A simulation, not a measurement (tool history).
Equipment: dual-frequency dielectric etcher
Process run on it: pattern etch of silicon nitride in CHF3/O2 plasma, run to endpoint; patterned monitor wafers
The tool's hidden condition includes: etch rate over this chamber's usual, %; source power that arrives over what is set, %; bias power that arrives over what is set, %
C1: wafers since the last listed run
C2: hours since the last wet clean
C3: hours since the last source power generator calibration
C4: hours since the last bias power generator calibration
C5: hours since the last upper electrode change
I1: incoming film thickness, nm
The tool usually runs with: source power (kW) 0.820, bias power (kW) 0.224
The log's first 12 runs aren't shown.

{"run": 13, "hour": 184.0, "source power (kW)": 0.69, "bias power (kW)": 0.266, "C1": 64, "C2": 25.8, "C3": 2461.0, "C4": 4556.6, "C5": 5.3, "I1": 97.0, "endpoint time (s)": 52.0}
{"run": 14, "hour": 191.9, "source power (kW)": 0.82, "bias power (kW)": 0.224, "C1": 124, "C2": 33.7, "C3": 2468.9, "C4": 4564.5, "C5": 13.2, "I1": 97.0, "endpoint time (s)": 52.9}
{"run": 15, "hour": 202.8, "source power (kW)": 0.82, "bias power (kW)": 0.224, "C1": 171, "C2": 44.6, "C3": 2479.8, "C4": 4575.4, "C5": 24.1, "I1": 96.9, "endpoint time (s)": 52.9}
{"run": 16, "hour": 208.9, "source power (kW)": 1.02, "bias power (kW)": 0.224, "C1": 95, "C2": 50.7, "C3": 2485.9, "C4": 4581.5, "C5": 30.2, "I1": 97.3, "endpoint time (s)": 49.0}
{"run": 17, "hour": 223.3, "source power (kW)": 0.71, "bias power (kW)": 0.186, "C1": 226, "C2": 65.1, "C3": 2500.3, "C4": 4595.9, "C5": 44.6, "I1": 96.8, "endpoint time (s)": 59.7}
{"hour": 241.6, "done": "bias power generator calibrated"}
{"run": 18, "hour": 242.1, "source power (kW)": 0.75, "bias power (kW)": 0.255, "C1": 232, "C2": 83.9, "C3": 2519.1, "C4": 0.5, "C5": 63.4, "I1": 98.1, "endpoint time (s)": 51.7}
{"run": 19, "hour": 252.3, "source power (kW)": 0.82, "bias power (kW)": 0.224, "C1": 160, "C2": 94.1, "C3": 2529.3, "C4": 10.7, "C5": 73.6, "I1": 96.9, "endpoint time (s)": 52.3}
{"run": 20, "hour": 265.4, "source power (kW)": 0.82, "bias power (kW)": 0.24, "C1": 205, "C2": 107.2, "C3": 2542.4, "C4": 23.8, "C5": 86.7, "I1": 96.7, "endpoint time (s)": 51.0}
{"hour": 270.2, "done": "source power generator calibrated"}
{"run": 21, "hour": 282.5, "source power (kW)": 0.82, "bias power (kW)": 0.224, "C1": 205, "C2": 124.3, "C3": 12.3, "C4": 40.9, "C5": 103.8, "I1": 97.7, "endpoint time (s)": 53.0}
{"run": 22, "hour": 294.1, "source power (kW)": 0.66, "bias power (kW)": 0.185, "C1": 182, "C2": 135.9, "C3": 23.9, "C4": 52.5, "C5": 115.4, "I1": 98.1, "endpoint time (s)": 61.4}
{"run": 23, "hour": 309.2, "source power (kW)": 0.95, "bias power (kW)": 0.245, "C1": 237, "C2": 151.0, "C3": 39.0, "C4": 67.6, "C5": 130.5, "I1": 98.0, "endpoint time (s)": 48.0}
{"run": 24, "hour": 318.8, "source power (kW)": 0.65, "bias power (kW)": 0.275, "C1": 150, "C2": 160.6, "C3": 48.6, "C4": 77.2, "C5": 140.1, "I1": 97.0, "endpoint time (s)": 51.6}
{"run": 25, "hour": 334.5, "source power (kW)": 0.82, "bias power (kW)": 0.275, "C1": 246, "C2": 176.3, "C3": 64.3, "C4": 92.9, "C5": 155.8, "I1": 97.2, "endpoint time (s)": 48.3}
{"run": 26, "hour": 384.9, "source power (kW)": 0.82, "bias power (kW)": 0.224, "C1": 791, "C2": 226.7, "C3": 114.7, "C4": 143.3, "C5": 206.2, "I1": 97.8, "endpoint time (s)": 51.7}
{"run": 27, "hour": 402.2, "source power (kW)": 0.82, "bias power (kW)": 0.224, "C1": 271, "C2": 244.0, "C3": 132.0, "C4": 160.6, "C5": 223.5, "I1": 98.1, "endpoint time (s)": 52.1}
{"run": 28, "hour": 418.4, "source power (kW)": 0.95, "bias power (kW)": 0.258, "C1": 254, "C2": 260.2, "C3": 148.2, "C4": 176.8, "C5": 239.7, "I1": 98.2, "endpoint time (s)": 47.3}
{"run": 29, "hour": 435.6, "source power (kW)": 0.82, "bias power (kW)": 0.19, "C1": 270, "C2": 277.4, "C3": 165.4, "C4": 194.0, "C5": 256.9, "I1": 97.3, "endpoint time (s)": 54.8}
{"run": 30, "hour": 443.8, "source power (kW)": 0.82, "bias power (kW)": 0.173, "C1": 128, "C2": 285.6, "C3": 173.6, "C4": 202.2, "C5": 265.1, "I1": 97.7, "endpoint time (s)": 57.6}
{"run": 31, "hour": 452.5, "source power (kW)": 0.82, "bias power (kW)": 0.243, "C1": 136, "C2": 294.3, "C3": 182.3, "C4": 210.9, "C5": 273.8, "I1": 98.3, "endpoint time (s)": 50.6}

Here are 4 independent what-if runs from the current tool condition. What would each one return?
{"run": "A", "hour": 452.9, "source power (kW)": 0.82, "bias power (kW)": 0.252, "C1": 6, "C2": 294.7, "C3": 182.7, "C4": 211.3, "C5": 274.2, "I1": 98.0, "endpoint time (s)": "?"}
{"run": "B", "hour": 452.9, "source power (kW)": 0.63, "bias power (kW)": 0.259, "C1": 6, "C2": 294.7, "C3": 182.7, "C4": 211.3, "C5": 274.2, "I1": 98.0, "endpoint time (s)": "?"}
{"run": "C", "hour": 452.9, "source power (kW)": 0.82, "bias power (kW)": 0.264, "C1": 6, "C2": 294.7, "C3": 182.7, "C4": 211.3, "C5": 274.2, "I1": 98.0, "endpoint time (s)": "?"}
{"run": "D", "hour": 452.9, "source power (kW)": 0.68, "bias power (kW)": 0.208, "C1": 6, "C2": 294.7, "C3": 182.7, "C4": 211.3, "C5": 274.2, "I1": 98.0, "endpoint time (s)": "?"}

run=A endpoint_time_(s)=50.2
run=B endpoint_time_(s)=53.8
run=C endpoint_time_(s)=49.2
run=D endpoint_time_(s)=57.5
What these runs would have given with no unlogged condition in the tool:
run=A endpoint_time_(s)=51.3
run=B endpoint_time_(s)=55.0
run=C endpoint_time_(s)=50.3
run=D endpoint_time_(s)=58.8
